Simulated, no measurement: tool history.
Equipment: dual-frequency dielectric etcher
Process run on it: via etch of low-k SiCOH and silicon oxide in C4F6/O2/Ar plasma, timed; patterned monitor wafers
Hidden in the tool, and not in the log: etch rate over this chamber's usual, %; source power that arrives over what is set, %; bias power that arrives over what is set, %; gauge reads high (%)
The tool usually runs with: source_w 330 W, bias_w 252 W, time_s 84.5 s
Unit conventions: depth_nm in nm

run     day  source_w  bias_w  time_s  wafers since the last listed run  hours since the last wet clean  hours since the last source power generator calibration  hours since the last bias power generator calibration  hours since the last upper electrode change  hours since the gauge calibration  read-back reference wafer on the same gauge, depth_nm  depth_nm
  1   0.000       330     252    84.5                                 0                           220.8                                                   3625.6                                                 3756.4                                       4228.1                              424.5                                                  184.9     222.9
  2   1.362       330     252    84.5                               334                           253.5                                                   3658.3                                                 3789.1                                       4260.8                              457.2                                                  185.1     221.8
  3   2.950       330     252    84.5                               390                           291.6                                                   3696.4                                                 3827.2                                       4298.9                              495.3                                                  184.8     223.6
  4   4.025       330     252    84.5                               264                           317.4                                                   3722.2                                                 3853.0                                       4324.7                              521.1                                                  185.0     224.7
  5   6.038       330     252    84.5                               494                           365.7                                                   3770.5                                                 3901.3                                       4373.0                              569.4                                                  185.0     225.1
      7.729  -- wet clean of the chamber
  6   8.067       330     252    84.5                               252                             8.1                                                   3819.2                                                 3950.0                                       4421.7                              618.1                                                  184.9     218.3
  7  15.550       330     252    67.0                              1838                           187.7                                                   3998.8                                                 4129.6                                       4601.3                              797.7                                                  185.1     177.1
  8  18.292       330     252    84.5                               673                           253.5                                                   4064.6                                                 4195.4                                       4667.1                              863.5                                                  184.9     222.7
     20.167  -- upper electrode replaced
  9  20.454       330     252    84.5                               285                           305.4                                                   4116.5                                                 4247.3                                          6.9                              915.4                                                  185.1     222.8
 10  22.654       330     252    84.5                               540                           358.2                                                   4169.3                                                 4300.1                                         59.7                              968.2                                                  185.1     225.7
     25.921  -- wet clean of the chamber
     26.512  -- source power generator calibrated
 11  26.533       330     252    84.5                               666                            14.7                                                      0.5                                                 4393.2                                        152.8                             1061.3                                                  185.1     214.0
     27.638  -- bias power generator calibrated
 12  27.658       410     277    70.0                               235                            41.7                                                     27.5                                                    0.5                                        179.8                             1088.3                                                  185.0     200.0
 13  29.246       330     252    98.5                               390                            79.8                                                     65.6                                                   38.6                                        217.9                             1126.4                                                  184.9     255.1
 14  31.958       310     209    96.0                               666                           144.9                                                    130.7                                                  103.7                                        283.0                             1191.5                                                  184.8     230.8
 15  33.388       330     229    65.0                               351                           179.2                                                    165.0                                                  138.0                                        317.3                             1225.8                                                  184.9     164.6
     33.867  -- gauge calibrated
 16  34.829       330     252    61.0                               354                           213.8                                                    199.6                                                  172.6                                        351.9                               23.1                                                  185.1     158.2
 17  36.250       260     236    62.5                               349                           247.9                                                    233.7                                                  206.7                                        386.0                               57.2                                                  184.9     145.9
 18  38.958       330     217    75.0                               665                           312.9                                                    298.7                                                  271.7                                        451.0                              122.2                                                  184.8     190.6
 19  41.388       280     252    76.0                               596                           371.2                                                    357.0                                                  330.0                                        509.3                              180.5                                                  184.8     188.2
 20  42.675       330     252    61.0                               316                           402.1                                                    387.9                                                  360.9                                        540.2                              211.4                                                  184.9     161.8

3 options for the next run, each taken on its own from the tool as it stands now. Forecast them:
  A  42.692       330     252    84.5                                 4                           402.5                                                    388.3                                                  361.3                                        540.6                              211.8                                                      ?         ?
  B  42.692       310     296    84.5                                 4                           402.5                                                    388.3                                                  361.3                                        540.6                              211.8                                                      ?         ?
  C  42.692       260     215   110.0                                 4                           402.5                                                    388.3                                                  361.3                                        540.6                              211.8                                                      ?         ?

run  read-back reference wafer on the same gauge, depth_nm  depth_nm
  A                                                  185.2     224.6
  B                                                  185.2     228.8
  C                                                  185.2     256.0
With no hidden state in the tool, these same runs would have given:
run  depth_nm
  A     218.2
  B     222.3
  C     248.7
